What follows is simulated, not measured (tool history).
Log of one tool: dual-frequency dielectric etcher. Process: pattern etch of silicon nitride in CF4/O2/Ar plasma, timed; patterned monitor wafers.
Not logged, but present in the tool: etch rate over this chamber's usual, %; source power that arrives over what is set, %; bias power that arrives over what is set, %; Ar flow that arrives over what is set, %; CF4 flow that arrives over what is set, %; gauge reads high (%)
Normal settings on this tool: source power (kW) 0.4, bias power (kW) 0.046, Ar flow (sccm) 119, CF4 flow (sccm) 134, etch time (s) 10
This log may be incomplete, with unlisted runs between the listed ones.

run   hour  source power (kW)  bias power (kW)  Ar flow (sccm)  CF4 flow (sccm)  etch time (s)  wafers since the last listed run  hours since the last wet clean  hours since the last source power generator calibration  hours since the last bias power generator calibration  hours since the last Ar flow controller change  hours since the last CF4 flow controller change  hours since the last upper electrode change  hours since the gauge calibration  read-back reference wafer on the same gauge, depth_nm  mean etch depth across the wafer (angstrom)
  1      0                0.4            0.046             119              123             10                                 0                           531.3                                                   4053.6                                                 3073.9                                            67.8                                           4347.1                                        139.1                                371                                                  14.69                                        182.2
  2   11.6                0.4            0.046             119              134             10                               229                           542.9                                                   4065.2                                                 3085.5                                            79.4                                           4358.7                                        150.7                              382.6                                                  14.69                                        184.3
      25.9  -- bias power generator calibrated
  3   26.4               0.35            0.046             119              134             10                               213                           557.7                                                     4080                                                    0.5                                            94.2                                           4373.5                                        165.5                              397.4                                                   14.7                                        168.8
      56.9  -- wet clean of the chamber
  4   57.4                0.4             0.05             119              134             10                               138                             0.5                                                     4111                                                   31.5                                           125.2                                           4404.5                                        196.5                              428.4                                                   14.7                                        193.6
  5   57.7                0.4            0.053             119              134             11                                 5                             0.8                                                   4111.3                                                   31.8                                           125.5                                           4404.8                                        196.8                              428.7                                                  14.73                                        213.2
  6     58                0.4            0.046             119              119             10                                 5                             1.1                                                   4111.6                                                   32.1                                           125.8                                           4405.1                                        197.1                                429                                                  14.71                                        187.6
  7   68.8               0.44            0.046              93              118              9                               213                            11.9                                                   4122.4                                                   42.9                                           136.6                                           4415.9                                        207.9                              439.8                                                  14.71                                        183.6
  8   82.9                0.4            0.046             104              134             10                               278                              26                                                   4136.5                                                     57                                           150.7                                             4430                                          222                              453.9                                                  14.69                                        190.4
  9  118.8                0.4            0.046             119              134             10                               708                            61.9                                                   4172.4                                                   92.9                                           186.6                                           4465.9                                        257.9                              489.8                                                   14.7                                        188.3
     123.8  -- source power generator calibrated
     128.7  -- gauge calibrated
     131.5  -- CF4 flow controller replaced
 10  135.5                0.4            0.056             146              134              9                               132                            78.6                                                     11.7                                                  109.6                                           203.3                                                4                                        274.6                                6.8                                                  14.71                                        174.4
     165.4  -- wet clean of the chamber, repeated, since the last time left the tool worse
 11  165.9                0.4            0.046             137              107             10                               126                             0.5                                                     42.1                                                    140                                           233.7                                             34.4                                          305                               37.2                                                   14.7                                        175.1
 12  166.2               0.48            0.038             119              134             10                                 5                             0.8                                                     42.4                                                  140.3                                             234                                             34.7                                        305.3                               37.5                                                  14.71                                        198.9
 13  166.6                0.4            0.046             119              134             10                                 7                             1.2                                                     42.8                                                  140.7                                           234.4                                             35.1                                        305.7                               37.9                                                  14.71                                        178.5
 14  172.2               0.44            0.041             119              134             10                               110                             6.8                                                     48.4                                                  146.3                                             240                                             40.7                                        311.3                               43.5                                                   14.7                                        188.1
 15  186.6                0.4            0.046             119              134             10                               284                            21.2                                                     62.8                                                  160.7                                           254.4                                             55.1                                        325.7                               57.9                                                  14.72                                        181.3
 16  201.4                0.4            0.046             119              134             10                               292                              36                                                     77.6                                                  175.5                                           269.2                                             69.9                                        340.5                               72.7                                                   14.7                                        180.6
 17  218.7                0.4            0.046             141              162             10                               341                            53.3                                                     94.9                                                  192.8                                           286.5                                             87.2                                        357.8                                 90                                                  14.68                                        184.4
 18  227.3                0.4            0.046             119              134             10                               169                            61.9                                                    103.5                                                  201.4                                           295.1                                             95.8                                        366.4                               98.6                                                   14.7                                        180.7
 19  240.6                0.4            0.037             119              111             12                               262                            75.2                                                    116.8                                                  214.7                                           308.4                                            109.1                                        379.7                              111.9                                                  14.69                                        205.8
 20  256.2                0.4            0.046             141              162             10                               307                            90.8                                                    132.4                                                  230.3                                             324                                            124.7                                        395.3                              127.5                                                  14.73                                        185.7

5 options for the next run, each taken on its own from the tool as it stands now. Forecast them:
  A  256.6                0.4            0.046             119              134             10                                 7                            91.2                                                    132.8                                                  230.7                                           324.4                                            125.1                                        395.7                              127.9                                                      ?                                            ?
  B  256.6               0.45            0.053             119              164           12.5                                 7                            91.2                                                    132.8                                                  230.7                                           324.4                                            125.1                                        395.7                              127.9                                                      ?                                            ?
  C  256.6                0.4            0.049             107              113             10                                 7                            91.2                                                    132.8                                                  230.7                                           324.4                                            125.1                                        395.7                              127.9                                                      ?                                            ?
  D  256.6               0.33            0.046             119              100             10                                 7                            91.2                                                    132.8                                                  230.7                                           324.4                                            125.1                                        395.7                              127.9                                                      ?                                            ?
  E  256.6                0.4            0.046             119              134              8                                 7                            91.2                                                    132.8                                                  230.7                                           324.4                                            125.1                                        395.7                              127.9                                                      ?                                            ?

run  read-back reference wafer on the same gauge, depth_nm  mean etch depth across the wafer (angstrom)
  A                                                  14.71                                        181.3
  B                                                  14.71                                        259.4
  C                                                  14.71                                        182.1
  D                                                  14.71                                        153.6
  E                                                  14.71                                        145.1
Without the tool's hidden state the same runs would have given:
run  mean etch depth across the wafer (angstrom)
  A                                        179.5
  B                                        256.7
  C                                        180.2
  D                                          152
  E                                        143.6

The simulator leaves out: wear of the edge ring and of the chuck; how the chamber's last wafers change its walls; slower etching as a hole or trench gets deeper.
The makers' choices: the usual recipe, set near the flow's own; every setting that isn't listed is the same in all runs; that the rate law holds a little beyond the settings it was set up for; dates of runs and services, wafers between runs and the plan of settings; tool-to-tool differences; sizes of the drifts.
